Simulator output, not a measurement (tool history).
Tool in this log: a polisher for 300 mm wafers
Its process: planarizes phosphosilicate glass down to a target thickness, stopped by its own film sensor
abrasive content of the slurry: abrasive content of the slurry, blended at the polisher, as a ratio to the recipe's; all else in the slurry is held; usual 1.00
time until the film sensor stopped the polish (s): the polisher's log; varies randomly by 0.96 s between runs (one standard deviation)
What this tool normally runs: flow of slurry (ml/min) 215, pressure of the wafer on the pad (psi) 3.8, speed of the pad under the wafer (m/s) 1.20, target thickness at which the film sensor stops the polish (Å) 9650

| run | day | flow of slurry (ml/min) | pressure of the wafer on the pad (psi) | speed of the pad under the wafer (m/s) | abrasive content of the slurry | target thickness at which the film sensor stops the polish (Å) | wafers since the last listed run | wafers polished on this pad | hours since the slurry nozzle was cleaned | hours since the head pressure was calibrated | hours since the slurry blender was calibrated | hours since the conditioning disc was replaced | incoming thickness of the incoming film, nm | time until the film sensor stopped the polish (s) |
|---|---|---|---|---|---|---|---|---|---|---|---|---|---|---|
| 1 | 0.000 | 215 | 3.8 | 1.20 | 1.00 | 9650 | 0 | 203 | 240.2 | 454.1 | 33.6 | 85.2 | 1943.5 | 77.5 |
| 2 | 1.496 | 215 | 3.8 | 1.20 | 1.00 | 9650 | 341 | 545 | 276.1 | 490.0 | 69.5 | 121.1 | 1941.1 | 76.6 |
|  | 2.479 | slurry nozzle cleaned |
| 3 | 2.808 | 215 | 3.8 | 1.20 | 1.00 | 9650 | 290 | 835 | 7.9 | 521.5 | 101.0 | 152.6 | 1957.3 | 77.5 |
| 4 | 3.725 | 215 | 3.8 | 1.20 | 1.00 | 9650 | 209 | 1045 | 29.9 | 543.5 | 123.0 | 174.6 | 1924.3 | 75.7 |
| 5 | 5.012 | 245 | 3.8 | 1.20 | 1.00 | 12900 | 294 | 1339 | 60.8 | 574.4 | 153.9 | 205.5 | 1905.1 | 46.2 |
| 6 | 6.258 | 215 | 3.8 | 1.20 | 1.00 | 9650 | 284 | 1624 | 90.7 | 604.3 | 183.8 | 235.4 | 1927.2 | 74.1 |
| 7 | 7.658 | 170 | 3.8 | 1.20 | 1.00 | 9650 | 320 | 1944 | 124.3 | 637.9 | 217.4 | 269.0 | 1964.7 | 77.6 |
|  | 8.092 | worn pad replaced by a new one |
| 8 | 8.929 | 190 | 3.8 | 0.86 | 0.80 | 8540 | 252 | 191 | 154.8 | 668.4 | 247.9 | 299.5 | 1915.6 | 125.0 |
|  | 10.025 | slurry blender recalibrated |
| 9 | 10.096 | 145 | 4.9 | 1.20 | 1.00 | 9650 | 247 | 438 | 182.8 | 696.4 | 1.7 | 327.5 | 1942.5 | 60.4 |
| 10 | 11.367 | 215 | 2.9 | 1.34 | 0.75 | 9650 | 290 | 729 | 213.3 | 726.9 | 32.2 | 358.0 | 1937.0 | 110.2 |
| 11 | 12.038 | 215 | 4.3 | 1.20 | 1.20 | 9650 | 153 | 882 | 229.4 | 743.0 | 48.3 | 374.1 | 1936.9 | 57.3 |
| 12 | 13.417 | 215 | 3.8 | 1.20 | 1.00 | 9650 | 315 | 1197 | 262.5 | 776.1 | 81.4 | 407.2 | 1919.7 | 70.8 |
| 13 | 14.821 | 240 | 3.8 | 0.82 | 1.10 | 6300 | 320 | 1518 | 296.2 | 809.8 | 115.1 | 440.9 | 1970.2 | 126.3 |
|  | 15.096 | slurry nozzle cleaned |
| 14 | 15.862 | 215 | 3.8 | 1.20 | 1.00 | 9650 | 228 | 1747 | 18.4 | 834.8 | 140.1 | 465.9 | 1953.1 | 72.8 |
| 15 | 17.221 | 215 | 5.0 | 1.20 | 1.00 | 11140 | 310 | 2057 | 51.0 | 867.4 | 172.7 | 498.5 | 1958.8 | 48.5 |
|  | 17.604 | worn pad replaced by a new one |
| 16 | 18.546 | 215 | 2.7 | 1.32 | 1.00 | 9650 | 264 | 215 | 82.8 | 899.2 | 204.5 | 530.3 | 1946.1 | 91.5 |
|  | 19.067 | head pressure recalibrated |
| 17 | 19.862 | 215 | 3.8 | 1.20 | 1.00 | 9650 | 281 | 496 | 114.4 | 19.1 | 236.1 | 561.9 | 1931.8 | 80.2 |
|  | 21.921 | slurry blender recalibrated |
|  | 22.588 | conditioning disc replaced and pad reconditioned |
| 18 | 23.088 | 215 | 3.8 | 1.20 | 1.00 | 9650 | 699 | 1196 | 191.8 | 96.5 | 28.0 | 12.0 | 1959.6 | 82.6 |

Expected results for the next run?
| 19 | 24.071 | 165 | 3.8 | 0.82 | 1.00 | 9650 | 224 | 1420 | 215.4 | 120.1 | 51.6 | 35.6 | 1924.4 | ? |

{"run 19": {"time until the film sensor stopped the polish (s)": 109.6}}
Minus the tool's unlogged condition, the same run would have read time until the film sensor stopped the polish (s) 107.0.
